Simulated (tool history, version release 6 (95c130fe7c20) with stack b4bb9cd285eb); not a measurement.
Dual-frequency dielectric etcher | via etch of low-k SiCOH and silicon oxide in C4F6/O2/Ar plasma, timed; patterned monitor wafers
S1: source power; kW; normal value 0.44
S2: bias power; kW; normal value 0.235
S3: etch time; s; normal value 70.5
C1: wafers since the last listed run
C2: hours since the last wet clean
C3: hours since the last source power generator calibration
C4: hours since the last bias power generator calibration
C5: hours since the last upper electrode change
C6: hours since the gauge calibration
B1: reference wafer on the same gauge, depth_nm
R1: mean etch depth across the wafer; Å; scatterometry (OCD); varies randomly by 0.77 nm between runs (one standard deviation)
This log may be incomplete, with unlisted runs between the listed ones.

run 1 hour=0 | S1=0.44 S2=0.199 S3=70.5 | C1=0 C2=508.2 C3=1917.7 C4=3319.5 C5=5501 C6=623.4 | B1=205.2 | R1=1751
-- hour=66.6 upper electrode replaced
run 2 hour=67.1 | S1=0.44 S2=0.235 S3=70.5 | C1=589 C2=575.3 C3=1984.8 C4=3386.6 C5=0.5 C6=690.5 | B1=204.8 | R1=1819
-- hour=94 wet clean of the chamber
run 3 hour=96.2 | S1=0.44 S2=0.235 S3=70.5 | C1=69 C2=2.2 C3=2013.9 C4=3415.7 C5=29.6 C6=719.6 | B1=205 | R1=1834
run 4 hour=141.9 | S1=0.44 S2=0.235 S3=70.5 | C1=624 C2=47.9 C3=2059.6 C4=3461.4 C5=75.3 C6=765.3 | B1=205.3 | R1=1843
run 5 hour=182.9 | S1=0.37 S2=0.235 S3=70.5 | C1=560 C2=88.9 C3=2100.6 C4=3502.4 C5=116.3 C6=806.3 | B1=204.6 | R1=1729
run 6 hour=211.9 | S1=0.37 S2=0.235 S3=70.5 | C1=396 C2=117.9 C3=2129.6 C4=3531.4 C5=145.3 C6=835.3 | B1=205.4 | R1=1732
-- hour=281 bias power generator calibrated
run 7 hour=281.5 | S1=0.37 S2=0.235 S3=70.5 | C1=896 C2=187.5 C3=2199.2 C4=0.5 C5=214.9 C6=904.9 | B1=204.9 | R1=1718
run 8 hour=307.2 | S1=0.44 S2=0.235 S3=70.5 | C1=351 C2=213.2 C3=2224.9 C4=26.2 C5=240.6 C6=930.6 | B1=204.8 | R1=1827
run 9 hour=343.5 | S1=0.44 S2=0.196 S3=75 | C1=496 C2=249.5 C3=2261.2 C4=62.5 C5=276.9 C6=966.9 | B1=204.7 | R1=1867
run 10 hour=393.1 | S1=0.47 S2=0.235 S3=89.5 | C1=677 C2=299.1 C3=2310.8 C4=112.1 C5=326.5 C6=1016.5 | B1=204.9 | R1=2373
run 11 hour=444.9 | S1=0.44 S2=0.235 S3=70.5 | C1=707 C2=350.9 C3=2362.6 C4=163.9 C5=378.3 C6=1068.3 | B1=205 | R1=1838
run 12 hour=480 | S1=0.49 S2=0.288 S3=83.5 | C1=479 C2=386 C3=2397.7 C4=199 C5=413.4 C6=1103.4 | B1=205.5 | R1=2384
run 13 hour=507.5 | S1=0.54 S2=0.265 S3=79.5 | C1=375 C2=413.5 C3=2425.2 C4=226.5 C5=440.9 C6=1130.9 | B1=205 | R1=2298
run 14 hour=572 | S1=0.36 S2=0.214 S3=70.5 | C1=881 C2=478 C3=2489.7 C4=291 C5=505.4 C6=1195.4 | B1=205.1 | R1=1666
run 15 hour=600.4 | S1=0.44 S2=0.235 S3=81 | C1=388 C2=506.4 C3=2518.1 C4=319.4 C5=533.8 C6=1223.8 | B1=205.2 | R1=2111
-- hour=662.2 wet clean of the chamber
run 16 hour=662.9 | S1=0.44 S2=0.235 S3=60 | C1=526 C2=0.7 C3=2580.6 C4=381.9 C5=596.3 C6=1286.3 | B1=204.9 | R1=1561
run 17 hour=714.9 | S1=0.34 S2=0.254 S3=55 | C1=710 C2=52.7 C3=2632.6 C4=433.9 C5=648.3 C6=1338.3 | B1=204.8 | R1=1348
-- hour=736.2 source power generator calibrated
run 18 hour=758.9 | S1=0.44 S2=0.235 S3=70.5 | C1=546 C2=96.7 C3=22.7 C4=477.9 C5=692.3 C6=1382.3 | B1=204.6 | R1=1836
run 19 hour=809.1 | S1=0.37 S2=0.235 S3=70.5 | C1=686 C2=146.9 C3=72.9 C4=528.1 C5=742.5 C6=1432.5 | B1=204.8 | R1=1740
run 20 hour=850.9 | S1=0.44 S2=0.235 S3=70.5 | C1=571 C2=188.7 C3=114.7 C4=569.9 C5=784.3 C6=1474.3 | B1=205.2 | R1=1836
run 21 hour=914.4 | S1=0.41 S2=0.289 S3=87 | C1=867 C2=252.2 C3=178.2 C4=633.4 C5=847.8 C6=1537.8 | B1=205.5 | R1=2331
-- hour=940 gauge calibrated
run 22 hour=1065.4 | S1=0.44 S2=0.235 S3=55.5 | C1=2063 C2=403.2 C3=329.2 C4=784.4 C5=998.8 C6=125.4 | B1=205.1 | R1=1444
run 23 hour=1103.7 | S1=0.44 S2=0.235 S3=59 | C1=523 C2=441.5 C3=367.5 C4=822.7 C5=1037.1 C6=163.7 | B1=205.1 | R1=1535
run 24 hour=1154.6 | S1=0.47 S2=0.195 S3=54 | C1=695 C2=492.4 C3=418.4 C4=873.6 C5=1088 C6=214.6 | B1=204.8 | R1=1351
-- hour=1195.5 wet clean of the chamber
run 25 hour=1206.8 | S1=0.38 S2=0.288 S3=70.5 | C1=385 C2=11.3 C3=470.6 C4=925.8 C5=1140.2 C6=266.8 | B1=205.2 | R1=1837
run 26 hour=1242 | S1=0.44 S2=0.235 S3=70.5 | C1=481 C2=46.5 C3=505.8 C4=961 C5=1175.4 C6=302 | B1=204.8 | R1=1818
run 27 hour=1283.5 | S1=0.33 S2=0.18 S3=70.5 | C1=567 C2=88 C3=547.3 C4=1002.5 C5=1216.9 C6=343.5 | B1=205 | R1=1554
run 28 hour=1310.6 | S1=0.44 S2=0.235 S3=70.5 | C1=370 C2=115.1 C3=574.4 C4=1029.6 C5=1244 C6=370.6 | B1=204.7 | R1=1822
run 29 hour=1343.4 | S1=0.44 S2=0.235 S3=70.5 | C1=448 C2=147.9 C3=607.2 C4=1062.4 C5=1276.8 C6=403.4 | B1=204.8 | R1=1837
run 30 hour=1377 | S1=0.44 S2=0.235 S3=70.5 | C1=459 C2=181.5 C3=640.8 C4=1096 C5=1310.4 C6=437 | B1=205.3 | R1=1824

4 ways to go on from here, each from the tool as it stands after run 30. What would each give?
run A hour=1377.4 | S1=0.35 S2=0.235 S3=70.5 | C1=5 C2=181.9 C3=641.2 C4=1096.4 C5=1310.8 C6=437.4 | B1=? | R1=?
run B hour=1377.4 | S1=0.41 S2=0.235 S3=60 | C1=5 C2=181.9 C3=641.2 C4=1096.4 C5=1310.8 C6=437.4 | B1=? | R1=?
run C hour=1377.4 | S1=0.54 S2=0.235 S3=70.5 | C1=5 C2=181.9 C3=641.2 C4=1096.4 C5=1310.8 C6=437.4 | B1=? | R1=?
run D hour=1377.4 | S1=0.52 S2=0.18 S3=89 | C1=5 C2=181.9 C3=641.2 C4=1096.4 C5=1310.8 C6=437.4 | B1=? | R1=?

run=A B1=205 R1=1698
run=B B1=205 R1=1520
run=C B1=205 R1=1958
run=D B1=205 R1=2272
Stripped of hidden state, with their random variation kept, the same runs would have yielded:
run=A R1=1698
run=B R1=1520
run=C R1=1958
run=D R1=2272
